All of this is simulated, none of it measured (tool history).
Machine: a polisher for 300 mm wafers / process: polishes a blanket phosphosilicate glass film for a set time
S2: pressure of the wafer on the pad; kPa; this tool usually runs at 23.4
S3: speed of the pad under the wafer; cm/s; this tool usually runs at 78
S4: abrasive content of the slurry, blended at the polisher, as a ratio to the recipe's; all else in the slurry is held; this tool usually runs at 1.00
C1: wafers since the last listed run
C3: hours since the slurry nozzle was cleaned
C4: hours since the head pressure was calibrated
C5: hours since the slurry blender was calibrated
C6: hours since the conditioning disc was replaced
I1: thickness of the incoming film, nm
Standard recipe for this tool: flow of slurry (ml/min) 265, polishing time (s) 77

run 1 hour=0.0 | flow_of_slurry_(ml/min)=265 S2=23.4 S3=78 S4=1.00 polishing_time_(s)=77 | C1=0 wafers_polished_on_this_pad=918 C3=445.2 C4=738.9 C5=161.8 C6=194.4 | I1=1886.0 | film_removed_(nm)=637.2
-- hour=16.1 conditioning disc replaced and pad reconditioned
-- hour=26.2 slurry nozzle cleaned
run 2 hour=50.9 | flow_of_slurry_(ml/min)=265 S2=23.4 S3=78 S4=0.90 polishing_time_(s)=77 | C1=430 wafers_polished_on_this_pad=1349 C3=24.7 C4=789.8 C5=212.7 C6=34.8 | I1=1883.7 | film_removed_(nm)=605.2
-- hour=73.1 slurry blender recalibrated
-- hour=117.4 worn pad replaced by a new one
run 3 hour=235.0 | flow_of_slurry_(ml/min)=265 S2=25.5 S3=78 S4=1.00 polishing_time_(s)=77 | C1=1600 wafers_polished_on_this_pad=1057 C3=208.8 C4=973.9 C5=161.9 C6=218.9 | I1=1890.9 | film_removed_(nm)=697.9
-- hour=240.8 conditioning disc replaced and pad reconditioned
run 4 hour=293.1 | flow_of_slurry_(ml/min)=265 S2=25.5 S3=78 S4=1.00 polishing_time_(s)=77 | C1=504 wafers_polished_on_this_pad=1561 C3=266.9 C4=1032.0 C5=220.0 C6=52.3 | I1=1889.4 | film_removed_(nm)=675.1
-- hour=316.3 slurry blender recalibrated
-- hour=338.8 worn pad replaced by a new one
run 5 hour=342.7 | flow_of_slurry_(ml/min)=265 S2=25.5 S3=78 S4=1.00 polishing_time_(s)=77 | C1=391 wafers_polished_on_this_pad=35 C3=316.5 C4=1081.6 C5=26.4 C6=101.9 | I1=1901.8 | film_removed_(nm)=724.5
run 6 hour=387.2 | flow_of_slurry_(ml/min)=265 S2=23.4 S3=78 S4=1.00 polishing_time_(s)=77 | C1=399 wafers_polished_on_this_pad=435 C3=361.0 C4=1126.1 C5=70.9 C6=146.4 | I1=1857.8 | film_removed_(nm)=656.9
run 7 hour=438.4 | flow_of_slurry_(ml/min)=265 S2=23.4 S3=78 S4=1.00 polishing_time_(s)=98 | C1=460 wafers_polished_on_this_pad=895 C3=412.2 C4=1177.3 C5=122.1 C6=197.6 | I1=1870.5 | film_removed_(nm)=813.8
-- hour=447.0 conditioning disc replaced and pad reconditioned
-- hour=458.8 slurry nozzle cleaned
run 8 hour=466.9 | flow_of_slurry_(ml/min)=265 S2=23.4 S3=78 S4=1.00 polishing_time_(s)=98 | C1=229 wafers_polished_on_this_pad=1124 C3=8.1 C4=1205.8 C5=150.6 C6=19.9 | I1=1882.6 | film_removed_(nm)=808.7
run 9 hour=516.7 | flow_of_slurry_(ml/min)=265 S2=23.4 S3=78 S4=1.20 polishing_time_(s)=77 | C1=447 wafers_polished_on_this_pad=1572 C3=57.9 C4=1255.6 C5=200.4 C6=69.7 | I1=1898.8 | film_removed_(nm)=662.6
-- hour=583.8 worn pad replaced by a new one
-- hour=585.8 slurry blender recalibrated
run 10 hour=586.7 | flow_of_slurry_(ml/min)=265 S2=21.4 S3=66 S4=0.90 polishing_time_(s)=63 | C1=575 wafers_polished_on_this_pad=8 C3=127.9 C4=1325.6 C5=0.9 C6=139.7 | I1=1892.5 | film_removed_(nm)=436.9
run 11 hour=648.1 | flow_of_slurry_(ml/min)=265 S2=23.4 S3=78 S4=1.00 polishing_time_(s)=77 | C1=551 wafers_polished_on_this_pad=560 C3=189.3 C4=1387.0 C5=62.3 C6=201.1 | I1=1920.0 | film_removed_(nm)=648.3
-- hour=658.2 conditioning disc replaced and pad reconditioned
run 12 hour=709.2 | flow_of_slurry_(ml/min)=225 S2=23.4 S3=78 S4=1.00 polishing_time_(s)=77 | C1=531 wafers_polished_on_this_pad=1091 C3=250.4 C4=1448.1 C5=123.4 C6=51.0 | I1=1891.0 | film_removed_(nm)=614.2
-- hour=735.2 head pressure recalibrated
run 13 hour=738.8 | flow_of_slurry_(ml/min)=265 S2=25.5 S3=94 S4=0.85 polishing_time_(s)=77 | C1=248 wafers_polished_on_this_pad=1339 C3=280.0 C4=3.6 C5=153.0 C6=80.6 | I1=1891.3 | film_removed_(nm)=720.9
-- hour=780.2 worn pad replaced by a new one
run 14 hour=801.5 | flow_of_slurry_(ml/min)=180 S2=20.7 S3=78 S4=1.00 polishing_time_(s)=87 | C1=527 wafers_polished_on_this_pad=191 C3=342.7 C4=66.3 C5=215.7 C6=143.3 | I1=1895.6 | film_removed_(nm)=625.3
-- hour=849.4 conditioning disc replaced and pad reconditioned
run 15 hour=858.9 | flow_of_slurry_(ml/min)=265 S2=23.4 S3=78 S4=1.00 polishing_time_(s)=77 | C1=497 wafers_polished_on_this_pad=689 C3=400.1 C4=123.7 C5=273.1 C6=9.5 | I1=1886.1 | film_removed_(nm)=649.2

What does the tool deliver on the next run?
-- hour=899.5 slurry blender recalibrated
run 16 hour=901.3 | flow_of_slurry_(ml/min)=265 S2=23.4 S3=78 S4=1.00 polishing_time_(s)=77 | C1=363 wafers_polished_on_this_pad=1052 C3=442.5 C4=166.1 C5=1.8 C6=51.9 | I1=1855.7 | film_removed_(nm)=?

film removed (nm): 632.0
The same run, on a tool lacking any hidden state, would have yielded film removed (nm) 669.6.

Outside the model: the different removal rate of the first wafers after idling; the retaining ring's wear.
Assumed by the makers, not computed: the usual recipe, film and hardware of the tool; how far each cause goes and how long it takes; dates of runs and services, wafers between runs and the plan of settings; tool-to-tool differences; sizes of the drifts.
